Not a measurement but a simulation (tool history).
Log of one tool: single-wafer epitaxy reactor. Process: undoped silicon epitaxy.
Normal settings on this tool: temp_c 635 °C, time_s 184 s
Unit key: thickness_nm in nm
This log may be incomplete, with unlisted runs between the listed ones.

| run | hour | temp_c | time_s | wafers since the last listed run | hours since the last pyrometer calibration | hours since the gauge calibration | read-back reference wafer on the same gauge, thickness_nm | thickness_nm |
|---|---|---|---|---|---|---|---|---|
| 1 | 0.0 | 635 | 184 | 0 | 791.7 | 633.8 | 17.303 | 19.815 |
| 2 | 37.5 | 635 | 184 | 287 | 829.2 | 671.3 | 17.295 | 19.688 |
| 3 | 225.0 | 624 | 200 | 1437 | 1016.7 | 858.8 | 17.283 | 17.236 |
| 4 | 288.4 | 624 | 200 | 485 | 1080.1 | 922.2 | 17.316 | 17.095 |
| 5 | 321.8 | 635 | 184 | 256 | 1113.5 | 955.6 | 17.291 | 19.643 |
| 6 | 358.6 | 635 | 184 | 282 | 1150.3 | 992.4 | 17.297 | 19.741 |
| 7 | 418.2 | 635 | 184 | 456 | 1209.9 | 1052.0 | 17.292 | 19.570 |
| 8 | 487.2 | 626 | 176 | 528 | 1278.9 | 1121.0 | 17.303 | 15.504 |
| 9 | 555.6 | 626 | 176 | 524 | 1347.3 | 1189.4 | 17.304 | 15.497 |
| 10 | 616.2 | 635 | 184 | 464 | 1407.9 | 1250.0 | 17.296 | 19.549 |
| 11 | 645.0 | 635 | 184 | 220 | 1436.7 | 1278.8 | 17.306 | 19.428 |
|  | 666.5 | gauge calibrated |
| 12 | 682.8 | 635 | 184 | 289 | 1474.5 | 16.3 | 17.293 | 19.418 |
| 13 | 716.8 | 626 | 149 | 260 | 1508.5 | 50.3 | 17.319 | 13.156 |
|  | 767.8 | pyrometer calibrated |
| 14 | 788.3 | 620 | 217 | 486 | 20.5 | 121.8 | 17.293 | 17.809 |
| 15 | 968.6 | 649 | 214 | 1382 | 200.8 | 302.1 | 17.311 | 31.064 |
| 16 | 1002.4 | 648 | 203 | 259 | 234.6 | 335.9 | 17.288 | 28.553 |
| 17 | 1061.5 | 635 | 184 | 453 | 293.7 | 395.0 | 17.277 | 20.218 |
| 18 | 1120.4 | 648 | 175 | 451 | 352.6 | 453.9 | 17.319 | 24.847 |
| 19 | 1156.3 | 635 | 208 | 275 | 388.5 | 489.8 | 17.309 | 22.618 |
| 20 | 1212.9 | 624 | 200 | 433 | 445.1 | 546.4 | 17.305 | 17.557 |
| 21 | 1282.6 | 635 | 184 | 534 | 514.8 | 616.1 | 17.287 | 20.061 |
| 22 | 1326.2 | 643 | 164 | 334 | 558.4 | 659.7 | 17.305 | 20.735 |
| 23 | 1375.4 | 625 | 184 | 377 | 607.6 | 708.9 | 17.285 | 16.146 |
| 24 | 1412.3 | 635 | 217 | 282 | 644.5 | 745.8 | 17.288 | 23.628 |
| 25 | 1458.1 | 635 | 184 | 351 | 690.3 | 791.6 | 17.314 | 19.914 |

Pick out some run-to-run changes in thickness_nm. Of each, how much would a tool without hidden state show as well, from the settings, what came in and chance, and how much is left for the hidden state and any gauge scatter not in both results compared?
Hidden state at play: wafer temperature above the value expected at the setpoint (K); gauge reads high (%).
Run 13 -> 14: temp_c 626 -> 620, time_s 149 -> 217, pyrometer calibrated. thickness_nm +4.653 nm: hidden state +0.631, all else +4.022.
Run 14 -> 15: temp_c 620 -> 649, time_s 217 -> 214. thickness_nm +13.255 nm: hidden state -0.501, all else +13.756.
Run 16 -> 17: temp_c 648 -> 635, time_s 203 -> 184. thickness_nm -8.335 nm: hidden state +0.094, all else -8.429.
